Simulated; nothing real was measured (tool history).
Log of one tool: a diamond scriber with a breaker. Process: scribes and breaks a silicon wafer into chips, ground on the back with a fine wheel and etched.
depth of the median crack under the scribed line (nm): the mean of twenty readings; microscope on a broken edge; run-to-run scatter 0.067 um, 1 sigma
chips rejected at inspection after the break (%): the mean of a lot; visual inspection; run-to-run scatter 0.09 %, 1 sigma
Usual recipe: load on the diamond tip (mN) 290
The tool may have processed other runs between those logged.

| run | day | load on the diamond tip (mN) | incoming depth of the damage left on the back of the incoming wafer, um | depth of the median crack under the scribed line (nm) | chips rejected at inspection after the break (%) |
|---|---|---|---|---|---|
| 1 | 0 | 290 | 0.41 | 9280 | 4.45 |
| 2 | 0.362 | 290 | 0.55 | 9210 | 4.74 |
| 3 | 0.883 | 290 | 0.7 | 9160 | 4.5 |
| 4 | 1.358 | 259 | 0.66 | 8340 | 8.24 |
| 5 | 1.854 | 259 | 0.45 | 8190 | 9.42 |
| 6 | 2.367 | 259 | 0.5 | 8310 | 9.28 |
| 7 | 2.675 | 246 | 0.59 | 7910 | 12.39 |
| 8 | 3.283 | 246 | 0.67 | 7760 | 12.67 |
| 9 | 3.858 | 246 | 0.73 | 7620 | 11.77 |
| 10 | 4.467 | 290 | 0.38 | 8780 | 6.88 |
| 11 | 5.021 | 342 | 0.76 | 9880 | 2.74 |
|  | 5.171 | diamond tip replaced by a new one |
| 12 | 5.3 | 224 | 0.48 | 7830 | 11.25 |
| 13 | 5.925 | 344 | 0.66 | 10790 | 1.6 |
|  | 6.358 | load on the tip recalibrated |
| 14 | 6.625 | 228 | 0.32 | 8830 | 5.42 |
| 15 | 7.258 | 244 | 0.35 | 9430 | 3.68 |
| 16 | 7.896 | 290 | 0.49 | 10660 | 1.47 |
| 17 | 8.154 | 259 | 0.54 | 9770 | 2.54 |
| 18 | 8.638 | 290 | 0.45 | 10650 | 1.37 |
| 19 | 9.121 | 222 | 0.58 | 8660 | 7.94 |

Each run again, without the hidden state but with its own random variation kept:
Hidden state present: share of the diamond tip's cutting effectiveness lost through wear, %; deviation of the load on the tip from its setpoint, %.
| run | depth of the median crack under the scribed line (nm) | chips rejected at inspection after the break (%) |
|---|---|---|
| 1 | 10910 | 1.58 |
| 2 | 10890 | 1.62 |
| 3 | 10890 | 1.47 |
| 4 | 9980 | 2.18 |
| 5 | 9860 | 2.39 |
| 6 | 10070 | 2.27 |
| 7 | 9630 | 3.31 |
| 8 | 9530 | 3.25 |
| 9 | 9430 | 2.91 |
| 10 | 10940 | 1.58 |
| 11 | 12420 | 3.23 |
| 12 | 8870 | 5.28 |
| 13 | 12320 | 3.43 |
| 14 | 8890 | 5.17 |
| 15 | 9530 | 3.39 |
| 16 | 10800 | 1.45 |
| 17 | 9920 | 2.24 |
| 18 | 10840 | 1.34 |
| 19 | 8840 | 6.87 |

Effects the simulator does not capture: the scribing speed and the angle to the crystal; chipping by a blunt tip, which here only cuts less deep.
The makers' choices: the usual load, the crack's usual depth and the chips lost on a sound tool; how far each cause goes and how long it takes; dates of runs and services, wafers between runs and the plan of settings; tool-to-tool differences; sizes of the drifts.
